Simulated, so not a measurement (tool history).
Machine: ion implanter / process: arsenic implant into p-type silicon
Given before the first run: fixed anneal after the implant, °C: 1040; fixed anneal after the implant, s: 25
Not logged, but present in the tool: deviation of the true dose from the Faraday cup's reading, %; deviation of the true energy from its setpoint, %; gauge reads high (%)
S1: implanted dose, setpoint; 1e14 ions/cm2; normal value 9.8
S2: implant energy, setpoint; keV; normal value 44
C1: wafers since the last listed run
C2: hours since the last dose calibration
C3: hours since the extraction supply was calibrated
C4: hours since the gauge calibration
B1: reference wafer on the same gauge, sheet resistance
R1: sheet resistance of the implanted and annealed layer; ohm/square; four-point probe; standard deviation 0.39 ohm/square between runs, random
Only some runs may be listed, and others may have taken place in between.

run,hour,S1,S2,C1,C2,C3,C4,B1,R1
1,0,8.65,44,0,764,2016.4,1557.3,94.84,120.65
2,40.3,8.31,49.5,1305,804.3,2056.7,1597.6,94.8,122.59
# hour 125.9: Faraday cup replaced and dose calibrated
3,134.2,8.31,49.5,2782,8.3,2150.6,1691.5,94.65,121.85
4,221.3,8.31,49.5,2821,95.4,2237.7,1778.6,94.47,122.76
5,280.7,9.8,44,1924,154.8,2297.1,1838,94.34,109.48
# hour 339: gauge calibrated
6,386.2,9.8,44,3417,260.3,2402.6,47.2,98.13,114.42
7,460.2,9.8,44,2397,334.3,2476.6,121.2,97.94,114.77
8,532.3,9.8,44,2335,406.4,2548.7,193.3,97.88,113.8
9,612.5,9.8,44,2597,486.6,2628.9,273.5,97.71,113.89
10,699.7,9.8,44,2824,573.8,2716.1,360.7,97.55,114.14
11,807.6,9.8,33,3495,681.7,2824,468.6,97.26,118.38
12,859.8,9.8,33,1690,733.9,2876.2,520.8,97.31,118.52
13,916.6,9.8,33,1839,790.7,2933,577.6,97,118.33
# hour 974.2: Faraday cup replaced and dose calibrated
14,1098.8,10.96,44,5642,124.6,3115.2,759.8,96.83,104.69
15,1217,10.96,44,3828,242.8,3233.4,878,96.46,104.29
16,1294.9,10.96,44,2523,320.7,3311.3,955.9,96.33,104.58
17,1397.1,8.64,53,3310,422.9,3413.5,1058.1,96.16,118.72
18,1479.2,11.25,57,2659,505,3495.6,1140.2,96,97.53
# hour 1530.3: extraction supply calibrated
19,1581.7,11.06,39,3061,607.5,51.4,1242.7,95.82,104.88
20,1667.2,9.8,59,2769,693,136.9,1328.2,95.62,106.68
21,1712.4,12.56,56.5,1464,738.2,182.1,1373.4,95.57,89.24
22,1788.1,9.8,44,2452,813.9,257.8,1449.1,95.41,110.53
# hour 1815.8: Faraday cup replaced and dose calibrated
23,1828.3,9.8,44,1043,12.5,298,1489.3,95.37,111.3
24,1914.1,7.24,44,2779,98.3,383.8,1575.1,95.28,139.07
25,2012.9,9.8,30,3200,197.1,482.6,1673.9,95.05,117.05
# hour 2289.8: gauge calibrated
26,2314.4,9.8,44,9766,498.6,784.1,24.6,98.49,114.58
27,2353.7,9.8,52.5,1273,537.9,823.4,63.9,98.41,111.34
28,2393.3,10.63,57,1282,577.5,863,103.5,98.29,103.72
29,2480.2,9.8,44,2814,664.4,949.9,190.4,98.12,114.86
30,2575.4,11.46,38.5,3083,759.6,1045.1,285.6,97.96,105.01
# hour 2648.9: Faraday cup replaced and dose calibrated
31,2669.2,9.8,56.5,2779,20.3,1138.9,379.4,97.82,109.78
32,2735.2,9.8,56,2137,86.3,1204.9,445.4,97.67,110.17
33,2814.1,6.92,36.5,2555,165.2,1283.8,524.3,97.42,149.96
34,2908.6,9.8,48,3061,259.7,1378.3,618.8,97.33,111.91
35,2965.2,11.61,32,1833,316.3,1434.9,675.4,97.22,105.82
36,3056,9.8,55,2941,407.1,1525.7,766.2,97.05,109.61

How would selected steps in R1 from run to run divide? Give the signed amount a tool lacking its hidden state would still show from settings, what came in and random variation, and the signed amount left for the hidden state, including any gauge scatter that is not in both of the compared results.
Run 5 -> 6: gauge calibrated. R1 +4.94 ohm/square: hidden state +4.36, all else +0.58.
Run 23 -> 24: S1 9.8 -> 7.24. R1 +27.77 ohm/square: hidden state -1.02, all else +28.79.
Run 25 -> 26: S2 30 -> 44, gauge calibrated. R1 -2.47 ohm/square: hidden state +4.26, all else -6.73.
Run 32 -> 33: S1 9.8 -> 6.92, S2 56 -> 36.5. R1 +39.79 ohm/square: hidden state -0.37, all else +40.16.
Run 33 -> 34: S1 6.92 -> 9.8, S2 36.5 -> 48. R1 -38.05 ohm/square: hidden state -0.03, all else -38.02.
